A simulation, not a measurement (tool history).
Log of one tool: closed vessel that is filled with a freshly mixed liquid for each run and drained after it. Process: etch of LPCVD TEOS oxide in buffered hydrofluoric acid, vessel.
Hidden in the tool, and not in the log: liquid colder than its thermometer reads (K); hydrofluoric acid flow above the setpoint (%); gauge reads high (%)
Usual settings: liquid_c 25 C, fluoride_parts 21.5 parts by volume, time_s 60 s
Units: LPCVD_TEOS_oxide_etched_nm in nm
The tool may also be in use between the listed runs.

run,hour,liquid_c,fluoride_parts,time_s,wafers since the last listed run,hours since the thermometer was replaced,hours since the hydrofluoric acid flow meter was replaced,hours since the gauge calibration,"read-back film thickness of the LPCVD TEOS oxide reference wafer, read on the same gauge (nm)",LPCVD_TEOS_oxide_etched_nm
1,0,25,21.5,35,0,1196,647,631.9,139.97,66.73
2,38.5,26,21.5,60,5236,1234.5,685.5,670.4,140.03,122.18
3,83.7,25,21.5,60,6147,1279.7,730.7,715.6,139.98,115.93
4,133.4,25,21.5,60,6759,1329.4,780.4,765.3,140,117.6
5,204.6,25,21.5,60,9683,1400.6,851.6,836.5,139.99,115.98
6,252.6,25,21.5,60,6528,1448.6,899.6,884.5,140.03,118.07
7,309.8,25,21.5,60,7779,1505.8,956.8,941.7,140.01,118.06
# hour 346.6: hydrofluoric acid flow meter replaced
8,379.8,25,18,60,9384,1575.8,33.2,1011.7,140.02,126.34
# hour 404.4: thermometer replaced
9,422.9,25,18,60,5725,18.5,76.3,1054.8,140,126.36
10,454.7,25,21.5,60,4324,50.3,108.1,1086.6,140.02,111
11,493.3,25,21.5,60,5249,88.9,146.7,1125.2,140.02,111.23
12,547.3,25,21.5,60,7344,142.9,200.7,1179.2,139.99,110.59
13,604.7,29,21.5,60,7806,200.3,258.1,1236.6,139.98,136.29
14,648.7,25,21.5,35,5984,244.3,302.1,1280.6,139.97,65.14
# hour 669.9: gauge calibrated
15,697.5,25,26,90,6636,293.1,350.9,27.6,139.97,147.88
16,735.5,25,21.5,60,5168,331.1,388.9,65.6,139.97,113.91
17,778,27.5,19,75,5780,373.6,431.4,108.1,139.98,185.16
18,809.5,25,21.5,60,4284,405.1,462.9,139.6,140.02,111.69
19,844.8,25,18,75,4800,440.4,498.2,174.9,140,168.2
20,883.7,26.5,21.5,40,5290,479.3,537.1,213.8,139.97,81.82
21,943,27.5,17.5,35,8064,538.6,596.4,273.1,139.98,94.71
22,968.3,25,29.5,60,3440,563.9,621.7,298.4,140,92.61
23,1038.2,25,21.5,60,9506,633.8,691.6,368.3,140.01,117.16
24,1079.9,25,21.5,60,5671,675.5,733.3,410,140,115.32
25,1139.6,22,26,90,8119,735.2,793,469.7,140,131.08

How the hidden state differs across the entries between the runs, from the last listed run before each to the first after it:
Between runs 7 and 8: hydrofluoric acid flow meter replaced (hour 346.6)
  hydrofluoric acid flow above the setpoint (%): 12.6 -> 1.39
  measured less the result without the state, LPCVD_TEOS_oxide_etched_nm: +10.73 -> +1.71 nm
Between runs 8 and 9: thermometer replaced (hour 404.4)
  hydrofluoric acid flow above the setpoint (%): 1.39 -> 1.96
  measured less the result without the state, LPCVD_TEOS_oxide_etched_nm: +1.71 -> +2.38 nm
Between runs 14 and 15: gauge calibrated (hour 669.9)
  hydrofluoric acid flow above the setpoint (%): 4.92 -> 5.56
  measured less the result without the state, LPCVD_TEOS_oxide_etched_nm: +2.11 -> +5.4 nm

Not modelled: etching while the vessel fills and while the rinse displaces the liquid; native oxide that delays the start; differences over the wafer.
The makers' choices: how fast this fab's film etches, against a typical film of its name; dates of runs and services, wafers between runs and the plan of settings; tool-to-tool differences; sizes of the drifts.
